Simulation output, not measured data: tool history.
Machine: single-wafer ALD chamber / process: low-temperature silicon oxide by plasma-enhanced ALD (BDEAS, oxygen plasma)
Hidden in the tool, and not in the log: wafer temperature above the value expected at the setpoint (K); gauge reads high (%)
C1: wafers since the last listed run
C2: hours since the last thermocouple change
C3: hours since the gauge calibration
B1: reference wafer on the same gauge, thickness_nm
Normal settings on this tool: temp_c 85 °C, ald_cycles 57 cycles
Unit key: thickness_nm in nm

{"run": 1, "day": 0.0, "temp_c": 85, "ald_cycles": 63, "C1": 0, "C2": 1638.8, "C3": 611.3, "B1": 7.52, "thickness_nm": 8.685}
{"run": 2, "day": 1.85, "temp_c": 85, "ald_cycles": 63, "C1": 160, "C2": 1683.2, "C3": 655.7, "B1": 7.518, "thickness_nm": 8.73}
{"run": 3, "day": 4.842, "temp_c": 85, "ald_cycles": 63, "C1": 259, "C2": 1755.0, "C3": 727.5, "B1": 7.519, "thickness_nm": 8.705}
{"run": 4, "day": 6.462, "temp_c": 85, "ald_cycles": 53, "C1": 140, "C2": 1793.9, "C3": 766.4, "B1": 7.523, "thickness_nm": 7.365}
{"run": 5, "day": 9.379, "temp_c": 85, "ald_cycles": 53, "C1": 253, "C2": 1863.9, "C3": 836.4, "B1": 7.521, "thickness_nm": 7.329}
{"run": 6, "day": 11.483, "temp_c": 85, "ald_cycles": 53, "C1": 182, "C2": 1914.4, "C3": 886.9, "B1": 7.518, "thickness_nm": 7.338}
{"run": 7, "day": 12.817, "temp_c": 85, "ald_cycles": 57, "C1": 115, "C2": 1946.4, "C3": 918.9, "B1": 7.518, "thickness_nm": 7.893}
{"run": 8, "day": 15.162, "temp_c": 85, "ald_cycles": 57, "C1": 203, "C2": 2002.7, "C3": 975.2, "B1": 7.522, "thickness_nm": 7.875}
{"run": 9, "day": 18.092, "temp_c": 85, "ald_cycles": 50, "C1": 254, "C2": 2073.0, "C3": 1045.5, "B1": 7.521, "thickness_nm": 6.897}
{"run": 10, "day": 20.546, "temp_c": 85, "ald_cycles": 50, "C1": 213, "C2": 2131.9, "C3": 1104.4, "B1": 7.521, "thickness_nm": 6.901}
{"run": 11, "day": 23.029, "temp_c": 85, "ald_cycles": 60, "C1": 215, "C2": 2191.5, "C3": 1164.0, "B1": 7.519, "thickness_nm": 8.331}
{"day": 23.512, "done": "gauge calibrated"}
{"run": 12, "day": 25.821, "temp_c": 73, "ald_cycles": 57, "C1": 242, "C2": 2258.5, "C3": 55.4, "B1": 7.521, "thickness_nm": 8.168}
{"run": 13, "day": 28.188, "temp_c": 85, "ald_cycles": 57, "C1": 205, "C2": 2315.3, "C3": 112.2, "B1": 7.516, "thickness_nm": 7.869}
{"day": 34.158, "done": "thermocouple changed; heater temperature recalibrated"}
{"run": 14, "day": 35.804, "temp_c": 85, "ald_cycles": 57, "C1": 632, "C2": 39.5, "C3": 295.0, "B1": 7.518, "thickness_nm": 7.88}
{"run": 15, "day": 38.312, "temp_c": 95, "ald_cycles": 68, "C1": 217, "C2": 99.7, "C3": 355.2, "B1": 7.521, "thickness_nm": 9.154}
{"run": 16, "day": 40.608, "temp_c": 81, "ald_cycles": 60, "C1": 199, "C2": 154.8, "C3": 410.3, "B1": 7.518, "thickness_nm": 8.388}
{"run": 17, "day": 42.062, "temp_c": 95, "ald_cycles": 68, "C1": 126, "C2": 189.7, "C3": 445.2, "B1": 7.521, "thickness_nm": 9.139}
{"run": 18, "day": 44.496, "temp_c": 89, "ald_cycles": 63, "C1": 211, "C2": 248.1, "C3": 503.6, "B1": 7.517, "thickness_nm": 8.614}
{"run": 19, "day": 47.45, "temp_c": 77, "ald_cycles": 48, "C1": 256, "C2": 319.0, "C3": 574.5, "B1": 7.521, "thickness_nm": 6.803}
{"run": 20, "day": 48.696, "temp_c": 74, "ald_cycles": 57, "C1": 108, "C2": 348.9, "C3": 604.4, "B1": 7.519, "thickness_nm": 8.182}
{"run": 21, "day": 54.817, "temp_c": 85, "ald_cycles": 63, "C1": 531, "C2": 495.8, "C3": 751.3, "B1": 7.523, "thickness_nm": 8.708}
{"run": 22, "day": 56.833, "temp_c": 93, "ald_cycles": 64, "C1": 175, "C2": 544.2, "C3": 799.7, "B1": 7.523, "thickness_nm": 8.635}
{"run": 23, "day": 58.083, "temp_c": 85, "ald_cycles": 68, "C1": 108, "C2": 574.2, "C3": 829.7, "B1": 7.52, "thickness_nm": 9.422}
{"run": 24, "day": 60.767, "temp_c": 85, "ald_cycles": 54, "C1": 233, "C2": 638.6, "C3": 894.1, "B1": 7.519, "thickness_nm": 7.5}
{"run": 25, "day": 62.817, "temp_c": 72, "ald_cycles": 57, "C1": 178, "C2": 687.8, "C3": 943.3, "B1": 7.519, "thickness_nm": 8.156}
{"run": 26, "day": 65.45, "temp_c": 100, "ald_cycles": 54, "C1": 228, "C2": 751.0, "C3": 1006.5, "B1": 7.52, "thickness_nm": 7.139}
{"run": 27, "day": 66.908, "temp_c": 85, "ald_cycles": 57, "C1": 126, "C2": 786.0, "C3": 1041.5, "B1": 7.519, "thickness_nm": 7.903}
{"day": 69.988, "done": "gauge calibrated"}
{"run": 28, "day": 72.738, "temp_c": 85, "ald_cycles": 57, "C1": 506, "C2": 925.9, "C3": 66.0, "B1": 7.52, "thickness_nm": 7.927}

Alternative continuations, all from the tool just after run 28; predict every row:
{"run": "A", "day": 72.758, "temp_c": 85, "ald_cycles": 57, "C1": 1, "C2": 926.4, "C3": 66.5, "B1": "?", "thickness_nm": "?"}
{"run": "B", "day": 72.758, "temp_c": 92, "ald_cycles": 48, "C1": 1, "C2": 926.4, "C3": 66.5, "B1": "?", "thickness_nm": "?"}
{"run": "C", "day": 72.758, "temp_c": 85, "ald_cycles": 49, "C1": 1, "C2": 926.4, "C3": 66.5, "B1": "?", "thickness_nm": "?"}

run=A B1=7.520 thickness_nm=7.868
run=B B1=7.520 thickness_nm=6.486
run=C B1=7.520 thickness_nm=6.763
With the hidden condition removed and each run's random variation left untouched, the same runs would have given:
run=A thickness_nm=7.868
run=B thickness_nm=6.486
run=C thickness_nm=6.763

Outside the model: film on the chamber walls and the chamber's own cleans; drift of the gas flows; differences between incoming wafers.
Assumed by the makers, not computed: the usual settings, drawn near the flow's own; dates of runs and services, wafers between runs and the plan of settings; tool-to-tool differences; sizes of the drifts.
